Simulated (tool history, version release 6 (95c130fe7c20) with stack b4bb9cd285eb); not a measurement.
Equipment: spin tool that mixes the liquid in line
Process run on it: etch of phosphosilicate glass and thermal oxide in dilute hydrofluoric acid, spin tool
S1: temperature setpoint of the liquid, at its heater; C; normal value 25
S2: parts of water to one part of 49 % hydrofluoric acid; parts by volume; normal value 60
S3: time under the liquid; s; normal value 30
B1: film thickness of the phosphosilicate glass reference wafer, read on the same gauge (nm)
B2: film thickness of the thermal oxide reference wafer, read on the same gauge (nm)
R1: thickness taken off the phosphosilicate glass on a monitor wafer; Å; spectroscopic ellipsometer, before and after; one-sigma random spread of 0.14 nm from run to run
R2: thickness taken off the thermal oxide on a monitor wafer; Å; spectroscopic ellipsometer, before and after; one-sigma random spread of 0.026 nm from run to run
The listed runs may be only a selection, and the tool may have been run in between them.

run 1 hour=0 | S1=27 S2=60 S3=30 | B1=140.01 B2=69.998 | R1=332.3 R2=26.04
run 2 hour=92.1 | S1=25 S2=40 S3=30 | B1=139.98 B2=70.008 | R1=496 R2=39.55
run 3 hour=169 | S1=25 S2=40 S3=30 | B1=139.99 B2=70.002 | R1=494.2 R2=38.59
run 4 hour=255.8 | S1=25 S2=40 S3=30 | B1=139.99 B2=69.986 | R1=491 R2=38.97
run 5 hour=337.1 | S1=25 S2=75 S3=40 | B1=140.01 B2=70.02 | R1=334.1 R2=26.16
run 6 hour=431 | S1=20.5 S2=60 S3=40 | B1=140.01 B2=69.978 | R1=352.9 R2=27.64
run 7 hour=482.5 | S1=23.5 S2=80 S3=15 | B1=140.03 B2=69.983 | R1=110.4 R2=8.73
run 8 hour=557 | S1=25 S2=60 S3=30 | B1=139.99 B2=69.996 | R1=320 R2=24.7
run 9 hour=660.8 | S1=21.5 S2=60 S3=45 | B1=140.02 B2=69.987 | R1=414 R2=32.66
run 10 hour=759.2 | S1=25 S2=40 S3=30 | B1=140.01 B2=70.005 | R1=490.6 R2=37.82
run 11 hour=855.1 | S1=25 S2=60 S3=30 | B1=140.02 B2=69.992 | R1=316.8 R2=25.12
run 12 hour=949.5 | S1=21 S2=40 S3=30 | B1=140 B2=70.008 | R1=414.7 R2=32.18
run 13 hour=1048.4 | S1=26.5 S2=30 S3=30 | B1=139.99 B2=69.999 | R1=697.8 R2=55.3
run 14 hour=1107.4 | S1=25 S2=70 S3=45 | B1=139.98 B2=70.008 | R1=400.8 R2=31.44
run 15 hour=1192.9 | S1=25 S2=60 S3=30 | B1=140.01 B2=69.997 | R1=318.6 R2=25.03
run 16 hour=1296 | S1=27.5 S2=30 S3=20 | B1=140.02 B2=70.003 | R1=481.3 R2=37.96
run 17 hour=1502.4 | S1=25 S2=60 S3=30 | B1=140 B2=70.008 | R1=319.8 R2=25.08
run 18 hour=1579 | S1=25 S2=60 S3=30 | B1=140 B2=69.994 | R1=318.5 R2=25.46
run 19 hour=1682 | S1=25 S2=60 S3=50 | B1=140.02 B2=70.008 | R1=531.6 R2=42.9
run 20 hour=1787.5 | S1=25 S2=45 S3=30 | B1=140.01 B2=70.015 | R1=433.5 R2=34.12
run 21 hour=1881.5 | S1=25 S2=30 S3=50 | B1=139.99 B2=70.006 | R1=1108.3 R2=85.61
run 22 hour=1920.4 | S1=25 S2=80 S3=50 | B1=140.01 B2=70.005 | R1=387.1 R2=30.23
run 23 hour=2005.5 | S1=25 S2=85 S3=45 | B1=139.99 B2=69.989 | R1=324.9 R2=25.28
run 24 hour=2295.9 | S1=25 S2=60 S3=30 | B1=140 B2=70.007 | R1=317.6 R2=24.93
run 25 hour=2348.3 | S1=23 S2=85 S3=50 | B1=139.96 B2=70.014 | R1=332.2 R2=25.66
run 26 hour=2417.1 | S1=25 S2=60 S3=30 | B1=139.99 B2=70.008 | R1=314.7 R2=25.05

Not shown here: 3 entries made in the log between runs. Locate each between two listed runs and compare the hidden state at the listed run before it with the hidden state at the listed run after it:
Between runs 1 and 2: thermometer replaced, repeated, since the last time left the tool worse (hour 83.7)
  liquid colder than its thermometer reads (K): 1.11 -> 0.0296
  what was measured, less what the result would be without the hidden state, R1: -15.1 -> -0.6 Å; R2: -1.18 -> -0.05 Å
Between runs 10 and 11: hydrofluoric acid flow meter replaced (hour 854.4)
  liquid colder than its thermometer reads (K): 0.268 -> 0.302
  what was measured, less what the result would be without the hidden state, R1: -5.5 -> -3.9 Å; R2: -0.42 -> -0.3 Å
Between runs 16 and 17: thermometer replaced (hour 1433)
  liquid colder than its thermometer reads (K): 0.46 -> 0.039
  what was measured, less what the result would be without the hidden state, R1: -9.1 -> -0.5 Å; R2: -0.72 -> -0.04 Å
